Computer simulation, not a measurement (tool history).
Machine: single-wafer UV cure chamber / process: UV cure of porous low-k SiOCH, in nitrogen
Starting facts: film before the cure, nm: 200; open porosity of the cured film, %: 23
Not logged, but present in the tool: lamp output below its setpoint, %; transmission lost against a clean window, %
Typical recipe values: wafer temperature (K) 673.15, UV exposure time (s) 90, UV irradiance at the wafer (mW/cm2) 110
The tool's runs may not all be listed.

run	hour	wafer temperature (K)	UV exposure time (s)	UV irradiance at the wafer (mW/cm2)	wafers since the last listed run	hours since the UV bulbs were replaced	wafers since the quartz window was cleaned	loss of film thickness in the cure (%)
1	0	662.15	90	96	0	1764.7	4116	8.666
# hour 83.5: quartz window cleaned
2	106.6	662.15	90	96	1508	1871.3	353	8.603
3	188.9	673.15	90	110	1259	1953.6	1612	9.251
4	289.9	664.15	90	110	1545	2054.6	3157	9.164
5	362.7	664.15	90	110	1113	2127.4	4271	9.084
# hour 371.6: quartz window cleaned
6	434.1	673.15	90	110	969	2198.8	955	9.349
7	487.3	673.15	90	110	813	2252	1769	9.303
8	584.4	673.15	90	110	1485	2349.1	3254	9.392
9	633.9	673.15	90	110	757	2398.6	4011	9.229
# hour 673.8: quartz window cleaned
# hour 723.6: UV bulbs replaced
10	732.1	673.15	90	110	1257	8.5	768	9.088
11	796.5	673.15	90	110	985	72.9	1753	9.26
12	852.3	673.15	40	110	853	128.7	2607	5.786
13	940.5	662.15	90	110	1349	216.9	3956	8.997
# hour 958.8: quartz window cleaned
14	997.9	673.15	45	123	755	274.3	598	6.695
15	1056.4	673.15	140	125	894	332.8	1493	11.959
16	1139.1	673.15	90	110	1265	415.5	2758	9.275
17	1232.9	688.15	75	130	1434	509.3	4193	9.252
# hour 1248.3: quartz window cleaned
18	1310.7	661.15	70	99	1067	587.1	954	7.608
19	1386.6	665.15	140	110	1161	663	2115	11.189
20	1492.5	673.15	90	110	1620	768.9	3735	9.302
# hour 1544.1: quartz window cleaned
21	1554.1	673.15	90	110	819	830.5	153	9.266

Predict each of these 3 candidate next runs independently; none follows another, all start after run 21:
A	1554.5	673.15	90	110	6	830.9	159	?
B	1554.5	673.15	45	75	6	830.9	159	?
C	1554.5	668.15	35	110	6	830.9	159	?

run	loss of film thickness in the cure (%)
A	9.298
B	4.872
C	5.278
With no hidden state in the tool, these same runs would have given:
run	loss of film thickness in the cure (%)
A	9.298
B	4.872
C	5.278
